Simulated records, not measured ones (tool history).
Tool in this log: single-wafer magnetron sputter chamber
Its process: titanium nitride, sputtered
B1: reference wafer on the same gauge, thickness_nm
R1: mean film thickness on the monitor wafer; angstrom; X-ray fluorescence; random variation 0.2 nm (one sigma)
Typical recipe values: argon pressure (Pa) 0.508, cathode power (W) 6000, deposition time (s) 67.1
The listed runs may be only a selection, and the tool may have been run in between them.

Run 1, day 0: usual settings; B1 85.857. Result: R1 737.92 angstrom.
Run 2, day 0.508: usual settings; B1 85.93. Result: R1 740.23 angstrom.
Run 3, day 1.021: usual settings; B1 85.871. Result: R1 738.34 angstrom.
Run 4, day 1.421: usual settings; B1 85.916. Result: R1 734.23 angstrom.
Run 5, day 2.104: usual settings; B1 85.905. Result: R1 734.66 angstrom.
Run 6, day 2.588: usual settings; B1 85.887. Result: R1 731.9 angstrom.
Run 7, day 3.233: usual settings but deposition time (s) 63.1; B1 85.887. Result: R1 687.24 angstrom.
Run 8, day 3.954: usual settings but deposition time (s) 63.1; B1 85.853. Result: R1 683.34 angstrom.
Run 9, day 4.579: usual settings but deposition time (s) 63.1; B1 85.837. Result: R1 681.36 angstrom.
At day 5.688: sputter target and shields replaced.
Run 10, day 6.092: usual settings but argon pressure (Pa) 0.593; B1 85.858. Result: R1 712.02 angstrom.
At day 7.017: capacitance manometer re-zeroed and calibrated.
Run 11, day 7.588: usual settings but argon pressure (Pa) 0.321, cathode power (W) 4600; B1 85.828. Result: R1 601.4 angstrom.
At day 7.804: gauge calibrated.
Run 12, day 8.012: usual settings but argon pressure (Pa) 0.668, cathode power (W) 4950, deposition time (s) 75.1; B1 85.894. Result: R1 638.01 angstrom.
Run 13, day 8.683: usual settings but argon pressure (Pa) 0.59, deposition time (s) 60.9; B1 85.919. Result: R1 643.16 angstrom.
Run 14, day 9.142: usual settings; B1 85.888. Result: R1 727.4 angstrom.
Run 15, day 9.554: usual settings but argon pressure (Pa) 0.324, deposition time (s) 80.1; B1 85.948. Result: R1 928.66 angstrom.

Run 16 comes next. What will it give?
At day 10.754: magnet pack replaced.
Run 16, day 10.829: usual settings; B1 ?. Result: R1 ?.

{"run 16": {"B1": 85.901, "R1": 723.06}}
Were there no unlogged condition in the tool, this run, its random variation unchanged, would have produced R1 738.89 angstrom.
